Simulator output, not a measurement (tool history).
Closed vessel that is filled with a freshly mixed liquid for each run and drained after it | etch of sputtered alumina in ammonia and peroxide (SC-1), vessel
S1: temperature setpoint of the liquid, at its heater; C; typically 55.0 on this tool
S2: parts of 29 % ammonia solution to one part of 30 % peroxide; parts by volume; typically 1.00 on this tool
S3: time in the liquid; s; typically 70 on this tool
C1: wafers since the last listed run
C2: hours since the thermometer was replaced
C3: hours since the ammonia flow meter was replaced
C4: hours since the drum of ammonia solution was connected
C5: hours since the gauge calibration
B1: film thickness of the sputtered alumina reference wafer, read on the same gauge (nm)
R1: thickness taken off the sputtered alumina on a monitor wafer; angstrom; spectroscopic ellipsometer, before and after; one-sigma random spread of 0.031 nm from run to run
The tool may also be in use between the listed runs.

| run | hour | S1 | S2 | S3 | C1 | C2 | C3 | C4 | C5 | B1 | R1 |
|---|---|---|---|---|---|---|---|---|---|---|---|
| 1 | 0.0 | 55.0 | 1.00 | 70 | 0 | 2500.9 | 925.1 | 202.0 | 559.4 | 90.03 | 58.3 |
| 2 | 29.2 | 55.0 | 1.00 | 70 | 2657 | 2530.1 | 954.3 | 231.2 | 588.6 | 89.99 | 58.6 |
| 3 | 64.0 | 47.0 | 1.00 | 70 | 3167 | 2564.9 | 989.1 | 266.0 | 623.4 | 90.00 | 37.6 |
|  | 104.3 | ammonia flow meter replaced |
| 4 | 117.0 | 47.0 | 1.00 | 70 | 4733 | 2617.9 | 12.7 | 319.0 | 676.4 | 89.96 | 37.5 |
| 5 | 157.7 | 47.0 | 1.00 | 70 | 3704 | 2658.6 | 53.4 | 359.7 | 717.1 | 89.98 | 37.7 |
| 6 | 249.2 | 55.0 | 1.00 | 70 | 8328 | 2750.1 | 144.9 | 451.2 | 808.6 | 90.00 | 57.9 |
| 7 | 287.5 | 55.0 | 1.00 | 70 | 3486 | 2788.4 | 183.2 | 489.5 | 846.9 | 89.99 | 58.1 |
| 8 | 335.3 | 55.0 | 1.20 | 70 | 4350 | 2836.2 | 231.0 | 537.3 | 894.7 | 89.99 | 59.2 |
| 9 | 365.3 | 55.0 | 1.20 | 70 | 2730 | 2866.2 | 261.0 | 567.3 | 924.7 | 89.99 | 59.0 |
| 10 | 391.1 | 55.0 | 1.20 | 70 | 2348 | 2892.0 | 286.8 | 593.1 | 950.5 | 90.00 | 58.5 |
| 11 | 450.8 | 55.0 | 1.00 | 70 | 5433 | 2951.7 | 346.5 | 652.8 | 1010.2 | 89.98 | 57.5 |
|  | 484.2 | thermometer replaced |
| 12 | 499.0 | 55.0 | 1.00 | 70 | 4296 | 14.8 | 394.7 | 701.0 | 1058.4 | 90.03 | 55.2 |
| 13 | 562.3 | 55.0 | 1.00 | 70 | 5761 | 78.1 | 458.0 | 764.3 | 1121.7 | 90.01 | 55.7 |
| 14 | 594.6 | 55.0 | 1.00 | 70 | 2939 | 110.4 | 490.3 | 796.6 | 1154.0 | 89.99 | 55.1 |
| 15 | 625.3 | 47.0 | 1.00 | 70 | 2794 | 141.1 | 521.0 | 827.3 | 1184.7 | 89.98 | 35.4 |
|  | 662.5 | new drum of ammonia solution connected |
| 16 | 686.7 | 60.5 | 1.20 | 105 | 5497 | 202.5 | 582.4 | 24.2 | 1246.1 | 90.01 | 112.5 |
| 17 | 744.5 | 55.0 | 1.00 | 70 | 5260 | 260.3 | 640.2 | 82.0 | 1303.9 | 90.01 | 55.0 |
|  | 785.9 | thermometer replaced, repeated, since the last time left the tool worse |
| 18 | 789.2 | 47.5 | 1.00 | 55 | 3977 | 3.3 | 684.9 | 126.7 | 1348.6 | 89.98 | 32.8 |
|  | 798.8 | gauge calibrated |
| 19 | 840.9 | 47.0 | 1.00 | 70 | 4705 | 55.0 | 736.6 | 178.4 | 42.1 | 89.97 | 40.5 |
| 20 | 877.9 | 47.0 | 1.20 | 80 | 3367 | 92.0 | 773.6 | 215.4 | 79.1 | 89.98 | 46.9 |
| 21 | 947.5 | 55.0 | 1.20 | 100 | 6334 | 161.6 | 843.2 | 285.0 | 148.7 | 89.99 | 91.2 |
|  | 983.0 | ammonia flow meter replaced |
| 22 | 992.9 | 55.0 | 1.00 | 70 | 4041 | 207.0 | 9.9 | 330.4 | 194.1 | 90.00 | 62.7 |
| 23 | 1047.5 | 47.5 | 1.15 | 95 | 4969 | 261.6 | 64.5 | 385.0 | 248.7 | 89.97 | 57.2 |
| 24 | 1090.1 | 55.0 | 1.00 | 70 | 3877 | 304.2 | 107.1 | 427.6 | 291.3 | 90.02 | 62.2 |
| 25 | 1117.5 | 55.0 | 1.00 | 55 | 2493 | 331.6 | 134.5 | 455.0 | 318.7 | 89.99 | 49.1 |
| 26 | 1178.7 | 55.0 | 1.15 | 95 | 5570 | 392.8 | 195.7 | 516.2 | 379.9 | 89.96 | 85.6 |
| 27 | 1212.0 | 55.0 | 0.85 | 70 | 3030 | 426.1 | 229.0 | 549.5 | 413.2 | 89.97 | 61.1 |
| 28 | 1256.2 | 63.0 | 1.00 | 45 | 4023 | 470.3 | 273.2 | 593.7 | 457.4 | 90.06 | 60.5 |
| 29 | 1286.4 | 55.0 | 1.00 | 70 | 2748 | 500.5 | 303.4 | 623.9 | 487.6 | 90.00 | 61.8 |

3 ways to go on from here, each from the tool as it stands after run 29. What would each give?
| A | 1287.1 | 50.5 | 1.00 | 70 | 63 | 501.2 | 304.1 | 624.6 | 488.3 | ? | ? |
| B | 1287.1 | 55.0 | 0.75 | 70 | 63 | 501.2 | 304.1 | 624.6 | 488.3 | ? | ? |
| C | 1287.1 | 51.5 | 0.65 | 30 | 63 | 501.2 | 304.1 | 624.6 | 488.3 | ? | ? |

| run | B1 | R1 |
|---|---|---|
| A | 90.00 | 48.2 |
| B | 90.00 | 59.8 |
| C | 90.00 | 20.9 |
With the hidden condition removed and each run's random variation left untouched, the same runs would have given:
| run | R1 |
|---|---|
| A | 49.1 |
| B | 60.9 |
| C | 21.3 |
